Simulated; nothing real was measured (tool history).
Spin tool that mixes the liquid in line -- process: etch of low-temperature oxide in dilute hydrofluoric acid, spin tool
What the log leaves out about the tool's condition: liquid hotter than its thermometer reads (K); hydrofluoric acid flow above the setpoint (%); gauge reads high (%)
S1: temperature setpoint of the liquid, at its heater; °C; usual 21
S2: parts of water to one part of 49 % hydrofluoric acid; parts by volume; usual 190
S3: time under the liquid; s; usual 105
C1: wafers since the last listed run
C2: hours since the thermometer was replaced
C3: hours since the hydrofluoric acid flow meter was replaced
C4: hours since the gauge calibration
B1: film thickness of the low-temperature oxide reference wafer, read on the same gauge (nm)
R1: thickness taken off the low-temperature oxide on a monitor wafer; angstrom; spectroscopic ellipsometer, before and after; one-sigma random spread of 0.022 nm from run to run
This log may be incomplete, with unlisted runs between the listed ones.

run	hour	S1	S2	S3	C1	C2	C3	C4	B1	R1
1	0	21	190	105	0	1130.7	1958.9	79.8	40.017	56.88
2	16.1	21	190	105	219	1146.8	1975	95.9	40.02	57.57
# hour 18.2: gauge calibrated
3	30.6	21	190	105	197	1161.3	1989.5	12.4	40.028	56.87
4	45.1	21	190	105	197	1175.8	2004	26.9	39.984	56.94
5	60.6	21	190	105	211	1191.3	2019.5	42.4	39.982	57.26
6	74.7	21	190	105	192	1205.4	2033.6	56.5	39.998	57.46
7	88.2	21	190	105	183	1218.9	2047.1	70	39.98	56.97
8	95.9	25	190	80	104	1226.6	2054.8	77.7	39.989	50.44
# hour 104.4: thermometer replaced
9	104.9	21	190	105	108	0.5	2063.8	86.7	39.987	52.93
# hour 113: hydrofluoric acid flow meter replaced
10	116.4	19	150	60	143	12	3.4	98.2	39.981	37.11
# hour 123.1: gauge calibrated
11	129.6	21	190	105	179	25.2	16.6	6.5	39.989	53.5
12	144.9	18.5	190	105	208	40.5	31.9	21.8	40.012	48.11
13	161.1	21	190	105	220	56.7	48.1	38	39.993	53.17
14	171.9	19.5	250	50	147	67.5	58.9	48.8	40.033	17.35
15	185.8	19.5	190	105	189	81.4	72.8	62.7	39.996	50.06
16	203.6	18.5	230	105	242	99.2	90.6	80.5	40.027	38.85
17	220.3	17	265	145	227	115.9	107.3	97.2	40.035	42.41

4 ways to go on from here, each from the tool as it stands after run 17. What would each give?
A	220.7	19	190	105	5	116.3	107.7	97.6	?	?
B	220.7	21	190	45	5	116.3	107.7	97.6	?	?
C	220.7	21	140	150	5	116.3	107.7	97.6	?	?
D	220.7	21	230	105	5	116.3	107.7	97.6	?	?

run	B1	R1
A	40.001	49.25
B	40.001	22.8
C	40.001	108.77
D	40.001	42.22
Without the tool's hidden state the same runs would have given:
run	R1
A	48.26
B	22.35
C	106.55
D	41.41

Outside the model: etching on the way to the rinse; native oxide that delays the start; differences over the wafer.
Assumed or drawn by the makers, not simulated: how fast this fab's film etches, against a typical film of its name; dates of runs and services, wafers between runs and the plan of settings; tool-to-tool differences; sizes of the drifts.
